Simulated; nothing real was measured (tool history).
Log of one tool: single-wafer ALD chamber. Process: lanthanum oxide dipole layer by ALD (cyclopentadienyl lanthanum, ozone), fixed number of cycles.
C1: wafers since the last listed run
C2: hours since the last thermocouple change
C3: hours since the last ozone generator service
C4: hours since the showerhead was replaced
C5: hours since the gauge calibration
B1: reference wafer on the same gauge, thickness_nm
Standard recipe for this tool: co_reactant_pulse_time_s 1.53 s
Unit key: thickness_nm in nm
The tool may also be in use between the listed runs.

{"run": 1, "day": 0.0, "co_reactant_pulse_time_s": 1.53, "C1": 0, "C2": 1591.6, "C3": 1353.1, "C4": 4970.4, "C5": 1163.3, "B1": 0.567, "thickness_nm": 0.52}
{"run": 2, "day": 1.171, "co_reactant_pulse_time_s": 1.75, "C1": 490, "C2": 1619.7, "C3": 1381.2, "C4": 4998.5, "C5": 1191.4, "B1": 0.567, "thickness_nm": 0.519}
{"run": 3, "day": 2.225, "co_reactant_pulse_time_s": 1.75, "C1": 441, "C2": 1645, "C3": 1406.5, "C4": 5023.8, "C5": 1216.7, "B1": 0.566, "thickness_nm": 0.522}
{"run": 4, "day": 3.575, "co_reactant_pulse_time_s": 1.75, "C1": 566, "C2": 1677.4, "C3": 1438.9, "C4": 5056.2, "C5": 1249.1, "B1": 0.568, "thickness_nm": 0.522}
{"day": 4.671, "done": "ozone generator serviced"}
{"run": 5, "day": 8.017, "co_reactant_pulse_time_s": 1.53, "C1": 1722, "C2": 1784, "C3": 80.3, "C4": 5162.8, "C5": 1355.7, "B1": 0.567, "thickness_nm": 0.513}
{"run": 6, "day": 8.646, "co_reactant_pulse_time_s": 1.53, "C1": 263, "C2": 1799.1, "C3": 95.4, "C4": 5177.9, "C5": 1370.8, "B1": 0.566, "thickness_nm": 0.519}
{"run": 7, "day": 9.929, "co_reactant_pulse_time_s": 1.53, "C1": 538, "C2": 1829.9, "C3": 126.2, "C4": 5208.7, "C5": 1401.6, "B1": 0.567, "thickness_nm": 0.515}
{"day": 10.562, "done": "gauge calibrated"}
{"run": 8, "day": 11.108, "co_reactant_pulse_time_s": 1.53, "C1": 494, "C2": 1858.2, "C3": 154.5, "C4": 5237, "C5": 13.1, "B1": 0.575, "thickness_nm": 0.521}
{"run": 9, "day": 13.275, "co_reactant_pulse_time_s": 1.53, "C1": 908, "C2": 1910.2, "C3": 206.5, "C4": 5289, "C5": 65.1, "B1": 0.574, "thickness_nm": 0.518}
{"run": 10, "day": 14.467, "co_reactant_pulse_time_s": 1.22, "C1": 499, "C2": 1938.8, "C3": 235.1, "C4": 5317.6, "C5": 93.7, "B1": 0.574, "thickness_nm": 0.502}
{"run": 11, "day": 15.008, "co_reactant_pulse_time_s": 1.16, "C1": 227, "C2": 1951.8, "C3": 248.1, "C4": 5330.6, "C5": 106.7, "B1": 0.574, "thickness_nm": 0.496}
{"run": 12, "day": 15.85, "co_reactant_pulse_time_s": 1.53, "C1": 352, "C2": 1972, "C3": 268.3, "C4": 5350.8, "C5": 126.9, "B1": 0.573, "thickness_nm": 0.523}
{"run": 13, "day": 17.246, "co_reactant_pulse_time_s": 1.53, "C1": 585, "C2": 2005.5, "C3": 301.8, "C4": 5384.3, "C5": 160.4, "B1": 0.573, "thickness_nm": 0.52}
{"run": 14, "day": 18.608, "co_reactant_pulse_time_s": 1.53, "C1": 571, "C2": 2038.2, "C3": 334.5, "C4": 5417, "C5": 193.1, "B1": 0.573, "thickness_nm": 0.519}
{"run": 15, "day": 19.867, "co_reactant_pulse_time_s": 1.02, "C1": 527, "C2": 2068.4, "C3": 364.7, "C4": 5447.2, "C5": 223.3, "B1": 0.571, "thickness_nm": 0.483}
{"run": 16, "day": 21.029, "co_reactant_pulse_time_s": 1.8, "C1": 487, "C2": 2096.3, "C3": 392.6, "C4": 5475.1, "C5": 251.2, "B1": 0.572, "thickness_nm": 0.53}
{"run": 17, "day": 22.112, "co_reactant_pulse_time_s": 1.08, "C1": 454, "C2": 2122.3, "C3": 418.6, "C4": 5501.1, "C5": 277.2, "B1": 0.571, "thickness_nm": 0.487}
{"run": 18, "day": 22.888, "co_reactant_pulse_time_s": 1.95, "C1": 324, "C2": 2140.9, "C3": 437.2, "C4": 5519.7, "C5": 295.8, "B1": 0.571, "thickness_nm": 0.533}
{"run": 19, "day": 23.817, "co_reactant_pulse_time_s": 1.72, "C1": 389, "C2": 2163.2, "C3": 459.5, "C4": 5542, "C5": 318.1, "B1": 0.57, "thickness_nm": 0.529}
{"run": 20, "day": 24.538, "co_reactant_pulse_time_s": 1.17, "C1": 302, "C2": 2180.5, "C3": 476.8, "C4": 5559.3, "C5": 335.4, "B1": 0.571, "thickness_nm": 0.495}
{"run": 21, "day": 25.104, "co_reactant_pulse_time_s": 1.1, "C1": 237, "C2": 2194.1, "C3": 490.4, "C4": 5572.9, "C5": 349, "B1": 0.57, "thickness_nm": 0.49}
{"day": 26.412, "done": "showerhead replaced"}
{"run": 22, "day": 26.579, "co_reactant_pulse_time_s": 2.14, "C1": 478, "C2": 2229.5, "C3": 525.8, "C4": 4, "C5": 384.4, "B1": 0.57, "thickness_nm": 0.536}
{"day": 27.2, "done": "thermocouple changed; heater temperature recalibrated"}
{"run": 23, "day": 27.475, "co_reactant_pulse_time_s": 2.14, "C1": 235, "C2": 6.6, "C3": 547.3, "C4": 25.5, "C5": 405.9, "B1": 0.569, "thickness_nm": 0.537}
{"run": 24, "day": 28.288, "co_reactant_pulse_time_s": 1.19, "C1": 340, "C2": 26.1, "C3": 566.8, "C4": 45, "C5": 425.4, "B1": 0.569, "thickness_nm": 0.494}
{"run": 25, "day": 29.229, "co_reactant_pulse_time_s": 1.21, "C1": 394, "C2": 48.7, "C3": 589.4, "C4": 67.6, "C5": 448, "B1": 0.571, "thickness_nm": 0.498}
{"run": 26, "day": 30.075, "co_reactant_pulse_time_s": 1.78, "C1": 354, "C2": 69, "C3": 609.7, "C4": 87.9, "C5": 468.3, "B1": 0.569, "thickness_nm": 0.526}
{"run": 27, "day": 31.362, "co_reactant_pulse_time_s": 1.53, "C1": 539, "C2": 99.9, "C3": 640.6, "C4": 118.8, "C5": 499.2, "B1": 0.569, "thickness_nm": 0.515}
{"run": 28, "day": 32.546, "co_reactant_pulse_time_s": 1.53, "C1": 496, "C2": 128.3, "C3": 669, "C4": 147.2, "C5": 527.6, "B1": 0.568, "thickness_nm": 0.515}
{"run": 29, "day": 33.921, "co_reactant_pulse_time_s": 1.53, "C1": 576, "C2": 161.3, "C3": 702, "C4": 180.2, "C5": 560.6, "B1": 0.568, "thickness_nm": 0.516}
{"run": 30, "day": 34.942, "co_reactant_pulse_time_s": 1.01, "C1": 428, "C2": 185.8, "C3": 726.5, "C4": 204.7, "C5": 585.1, "B1": 0.568, "thickness_nm": 0.479}
{"run": 31, "day": 36.362, "co_reactant_pulse_time_s": 1.53, "C1": 595, "C2": 219.9, "C3": 760.6, "C4": 238.8, "C5": 619.2, "B1": 0.569, "thickness_nm": 0.519}
{"run": 32, "day": 37.288, "co_reactant_pulse_time_s": 1.23, "C1": 387, "C2": 242.1, "C3": 782.8, "C4": 261, "C5": 641.4, "B1": 0.568, "thickness_nm": 0.5}
{"run": 33, "day": 38.371, "co_reactant_pulse_time_s": 1.4, "C1": 454, "C2": 268.1, "C3": 808.8, "C4": 287, "C5": 667.4, "B1": 0.568, "thickness_nm": 0.512}

Consider 5 possible next runs. They are alternatives, not a sequence: every one starts from the tool as it was left by run 33. What does each give?
{"run": "A", "day": 38.388, "co_reactant_pulse_time_s": 2.11, "C1": 6, "C2": 268.5, "C3": 809.2, "C4": 287.4, "C5": 667.8, "B1": "?", "thickness_nm": "?"}
{"run": "B", "day": 38.388, "co_reactant_pulse_time_s": 1.86, "C1": 6, "C2": 268.5, "C3": 809.2, "C4": 287.4, "C5": 667.8, "B1": "?", "thickness_nm": "?"}
{"run": "C", "day": 38.388, "co_reactant_pulse_time_s": 1.07, "C1": 6, "C2": 268.5, "C3": 809.2, "C4": 287.4, "C5": 667.8, "B1": "?", "thickness_nm": "?"}
{"run": "D", "day": 38.388, "co_reactant_pulse_time_s": 1.32, "C1": 6, "C2": 268.5, "C3": 809.2, "C4": 287.4, "C5": 667.8, "B1": "?", "thickness_nm": "?"}
{"run": "E", "day": 38.388, "co_reactant_pulse_time_s": 1.74, "C1": 6, "C2": 268.5, "C3": 809.2, "C4": 287.4, "C5": 667.8, "B1": "?", "thickness_nm": "?"}

run=A B1=0.568 thickness_nm=0.534
run=B B1=0.568 thickness_nm=0.529
run=C B1=0.568 thickness_nm=0.486
run=D B1=0.568 thickness_nm=0.507
run=E B1=0.568 thickness_nm=0.526
With the hidden condition removed and each run's random variation left untouched, the same runs would have given:
run=A thickness_nm=0.542
run=B thickness_nm=0.537
run=C thickness_nm=0.493
run=D thickness_nm=0.514
run=E thickness_nm=0.533
